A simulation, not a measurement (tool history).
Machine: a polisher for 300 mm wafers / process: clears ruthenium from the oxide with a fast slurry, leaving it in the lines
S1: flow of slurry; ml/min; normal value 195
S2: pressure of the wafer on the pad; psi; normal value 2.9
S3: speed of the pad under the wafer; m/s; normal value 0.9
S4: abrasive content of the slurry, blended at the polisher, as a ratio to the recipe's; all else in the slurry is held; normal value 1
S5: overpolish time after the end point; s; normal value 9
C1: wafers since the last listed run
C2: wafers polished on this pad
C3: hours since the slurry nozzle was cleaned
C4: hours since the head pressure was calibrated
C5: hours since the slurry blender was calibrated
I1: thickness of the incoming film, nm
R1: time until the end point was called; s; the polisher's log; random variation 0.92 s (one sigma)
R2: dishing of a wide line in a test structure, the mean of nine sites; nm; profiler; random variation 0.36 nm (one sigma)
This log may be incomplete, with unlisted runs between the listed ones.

Run 1, hour 0: usual settings but S1 245 ml/min; C1 0; C2 5; C3 461.3; C4 850.2; C5 220.2; I1 291.6. Result: R1 90 s, R2 23.6 nm.
Run 2, hour 7.5: usual settings but S1 245 ml/min; C1 95; C2 101; C3 468.8; C4 857.7; C5 227.7; I1 289.1. Result: R1 89.8 s, R2 24.5 nm.
Run 3, hour 25: usual settings but S1 245 ml/min; C1 223; C2 324; C3 486.3; C4 875.2; C5 245.2; I1 286.2. Result: R1 87.7 s, R2 23.6 nm.
At hour 29.6: slurry blender recalibrated.
Run 4, hour 33.2: usual settings but S3 1.1 m/s; C1 79; C2 403; C3 494.5; C4 883.4; C5 3.6; I1 285.7. Result: R1 77.1 s, R2 26.6 nm.
Run 5, hour 50.1: usual settings; C1 215; C2 618; C3 511.4; C4 900.3; C5 20.5; I1 292.6. Result: R1 95.5 s, R2 23.2 nm.
Run 6, hour 58.9: usual settings; C1 112; C2 731; C3 520.2; C4 909.1; C5 29.3; I1 289.6. Result: R1 93.3 s, R2 22.9 nm.
Run 7, hour 66.2: usual settings; C1 93; C2 824; C3 527.5; C4 916.4; C5 36.6; I1 291.9. Result: R1 95.3 s, R2 23.5 nm.
Run 8, hour 83.7: usual settings; C1 223; C2 1047; C3 545; C4 933.9; C5 54.1; I1 288.5. Result: R1 94.1 s, R2 21.9 nm.
Run 9, hour 90.6: usual settings but S1 250 ml/min; C1 87; C2 1135; C3 551.9; C4 940.8; C5 61; I1 293.8. Result: R1 96.1 s, R2 22.8 nm.
Run 10, hour 103: usual settings but S1 250 ml/min; C1 158; C2 1293; C3 564.3; C4 953.2; C5 73.4; I1 292.2. Result: R1 96.4 s, R2 22.3 nm.
At hour 110.6: worn pad replaced by a new one, repeated, since the last time left the tool worse.
Run 11, hour 116: usual settings but S2 3.3 psi; C1 114; C2 69; C3 577.3; C4 966.2; C5 86.4; I1 286.7. Result: R1 75.7 s, R2 27.6 nm.
Run 12, hour 124.3: usual settings but S1 175 ml/min, S3 1.02 m/s; C1 105; C2 174; C3 585.6; C4 974.5; C5 94.7; I1 284.3. Result: R1 75.5 s, R2 27.7 nm.
Run 13, hour 138.1: usual settings; C1 175; C2 350; C3 599.4; C4 988.3; C5 108.5; I1 294. Result: R1 84.6 s, R2 25.6 nm.
Run 14, hour 154.7: usual settings but S3 1.16 m/s, S5 11 s; C1 211; C2 562; C3 616; C4 1004.9; C5 125.1; I1 288.9. Result: R1 70.3 s, R2 35.7 nm.
Run 15, hour 163.7: usual settings but S2 2.1 psi; C1 114; C2 677; C3 625; C4 1013.9; C5 134.1; I1 283.5. Result: R1 97.2 s, R2 21.1 nm.
Run 16, hour 178.6: usual settings but S2 2 psi, S5 6 s; C1 189; C2 867; C3 639.9; C4 1028.8; C5 149; I1 285.7. Result: R1 102.8 s, R2 14.3 nm.
Run 17, hour 191.2: usual settings; C1 160; C2 1027; C3 652.5; C4 1041.4; C5 161.6; I1 288.5. Result: R1 83.6 s, R2 25.2 nm.
At hour 200.9: worn pad replaced by a new one.
Run 18, hour 201.4: usual settings but S2 3.2 psi, S5 12 s; C1 79; C2 6; C3 662.7; C4 1051.6; C5 171.8; I1 292.7. Result: R1 79 s, R2 35.1 nm.
Run 19, hour 208.7: usual settings but S1 240 ml/min, S2 3.2 psi; C1 93; C2 99; C3 670; C4 1058.9; C5 179.1; I1 289.9. Result: R1 76.4 s, R2 27.5 nm.
At hour 213.2: head pressure recalibrated.
Run 20, hour 226.5: usual settings but S5 5 s; C1 201; C2 301; C3 687.8; C4 13.3; C5 196.9; I1 286. Result: R1 82.8 s, R2 14.8 nm.
At hour 230.4: slurry blender recalibrated.
Run 21, hour 261.1: usual settings but S2 3.3 psi, S4 0.75; C1 415; C2 716; C3 722.4; C4 47.9; C5 30.7; I1 291.5. Result: R1 103.1 s, R2 21.6 nm.
Run 22, hour 270.1: usual settings but S3 1 m/s, S4 1.15; C1 114; C2 831; C3 731.4; C4 56.9; C5 39.7; I1 289.6. Result: R1 71.8 s, R2 28.9 nm.
At hour 282.5: slurry nozzle cleaned.
At hour 306.7: worn pad replaced by a new one.
Run 23, hour 314.9: usual settings; C1 507; C2 105; C3 32.4; C4 101.7; C5 84.5; I1 291.4. Result: R1 85.2 s, R2 25.3 nm.
Run 24, hour 325.6: usual settings but S1 225 ml/min, S2 2.3 psi, S3 0.78 m/s, S4 0.75; C1 136; C2 241; C3 43.1; C4 112.4; C5 95.2; I1 288.4. Result: R1 134.9 s, R2 15.8 nm.
Run 25, hour 342.8: usual settings; C1 219; C2 460; C3 60.3; C4 129.6; C5 112.4; I1 293.2. Result: R1 84.8 s, R2 25.6 nm.
Run 26, hour 358.1: usual settings but S2 2.4 psi, S5 5 s; C1 195; C2 655; C3 75.6; C4 144.9; C5 127.7; I1 290.7. Result: R1 95.5 s, R2 12.9 nm.
Run 27, hour 368.9: usual settings but S1 175 ml/min, S2 3.8 psi; C1 137; C2 793; C3 86.4; C4 155.7; C5 138.5; I1 294. Result: R1 73.1 s, R2 28.9 nm.
Run 28, hour 383.1: usual settings but S2 2.4 psi; C1 181; C2 974; C3 100.6; C4 169.9; C5 152.7; I1 288.7. Result: R1 95.1 s, R2 22.6 nm.

List, for all runs, the conditions of the tool that the log does not record:
slurry flow missing at the pad, %: 0 on each run
deviation of the head's pressure from its setpoint, %: 0 on each run
abrasive missing from the slurry, %: 0 on each run
H1: removal rate lost through wear of the pad, %
run     H1
  1   9.48
  2   9.51
  3   9.81
  4     10
  5   10.8
  6   11.2
  7   11.7
  8     13
  9   13.6
 10   14.8
 11  0.106
 12  0.185
 13   0.47
 14   1.07
 15    1.5
 16   2.41
 17   3.35
 18  0.513
 19  0.543
 20  0.842
 21   2.33
 22   2.91
 23  0.464
 24   0.61
 25   1.08
 26   1.76
 27   2.37
 28   3.36

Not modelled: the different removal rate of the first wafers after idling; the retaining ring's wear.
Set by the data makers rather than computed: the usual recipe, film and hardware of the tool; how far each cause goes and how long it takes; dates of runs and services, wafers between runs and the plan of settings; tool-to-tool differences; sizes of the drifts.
